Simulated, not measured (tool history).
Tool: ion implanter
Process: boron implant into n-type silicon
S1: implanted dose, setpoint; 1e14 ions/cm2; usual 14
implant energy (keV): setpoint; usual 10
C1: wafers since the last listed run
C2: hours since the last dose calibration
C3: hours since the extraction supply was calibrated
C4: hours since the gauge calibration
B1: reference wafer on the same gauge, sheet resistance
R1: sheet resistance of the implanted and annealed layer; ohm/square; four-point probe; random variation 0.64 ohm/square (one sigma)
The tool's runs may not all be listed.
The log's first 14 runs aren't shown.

run 15 hour=799.9 | S1=14 implant_energy_(keV)=10 | C1=495 C2=136.2 C3=1479.6 C4=951.1 | B1=126.04 | R1=112.18
run 16 hour=862.5 | S1=14 implant_energy_(keV)=10 | C1=1270 C2=198.8 C3=1542.2 C4=1013.7 | B1=126.13 | R1=112.87
run 17 hour=930 | S1=14 implant_energy_(keV)=10 | C1=1369 C2=266.3 C3=1609.7 C4=1081.2 | B1=125.98 | R1=112.82
run 18 hour=984.9 | S1=14 implant_energy_(keV)=10 | C1=1114 C2=321.2 C3=1664.6 C4=1136.1 | B1=125.75 | R1=111.79
run 19 hour=1019.4 | S1=16.84 implant_energy_(keV)=11.5 | C1=700 C2=355.7 C3=1699.1 C4=1170.6 | B1=125.93 | R1=99.33
run 20 hour=1060.3 | S1=14 implant_energy_(keV)=6.5 | C1=830 C2=396.6 C3=1740 C4=1211.5 | B1=125.71 | R1=134.24
-- hour=1061.3 gauge calibrated
run 21 hour=1117 | S1=14 implant_energy_(keV)=10 | C1=1150 C2=453.3 C3=1796.7 C4=55.7 | B1=126.27 | R1=111.96
run 22 hour=1177 | S1=14 implant_energy_(keV)=10 | C1=1217 C2=513.3 C3=1856.7 C4=115.7 | B1=125.76 | R1=111.68
run 23 hour=1226.5 | S1=15.09 implant_energy_(keV)=11.5 | C1=1004 C2=562.8 C3=1906.2 C4=165.2 | B1=126.05 | R1=103.66
run 24 hour=1256.2 | S1=14 implant_energy_(keV)=13.5 | C1=602 C2=592.5 C3=1935.9 C4=194.9 | B1=125.86 | R1=101.43
run 25 hour=1303.6 | S1=11.44 implant_energy_(keV)=8 | C1=961 C2=639.9 C3=1983.3 C4=242.3 | B1=125.88 | R1=131.38
run 26 hour=1327.7 | S1=14 implant_energy_(keV)=11 | C1=489 C2=664 C3=2007.4 C4=266.4 | B1=126.13 | R1=107.68
run 27 hour=1356.8 | S1=10.15 implant_energy_(keV)=11 | C1=590 C2=693.1 C3=2036.5 C4=295.5 | B1=126.02 | R1=129.14
run 28 hour=1433.7 | S1=12.73 implant_energy_(keV)=11.5 | C1=1560 C2=770 C3=2113.4 C4=372.4 | B1=125.87 | R1=111.21
-- hour=1443.9 extraction supply calibrated
run 29 hour=1483 | S1=17.22 implant_energy_(keV)=6.5 | C1=838 C2=819.3 C3=39.1 C4=421.7 | B1=126.03 | R1=129.06

Forecast run 30:
run 30 hour=1526.9 | S1=11.56 implant_energy_(keV)=8 | C1=890 C2=863.2 C3=83 C4=465.6 | B1=? | R1=?

{"run 30": {"B1": 125.81, "R1": 132.69}}
Without the tool's hidden state the same run would have given R1 132.69 ohm/square.
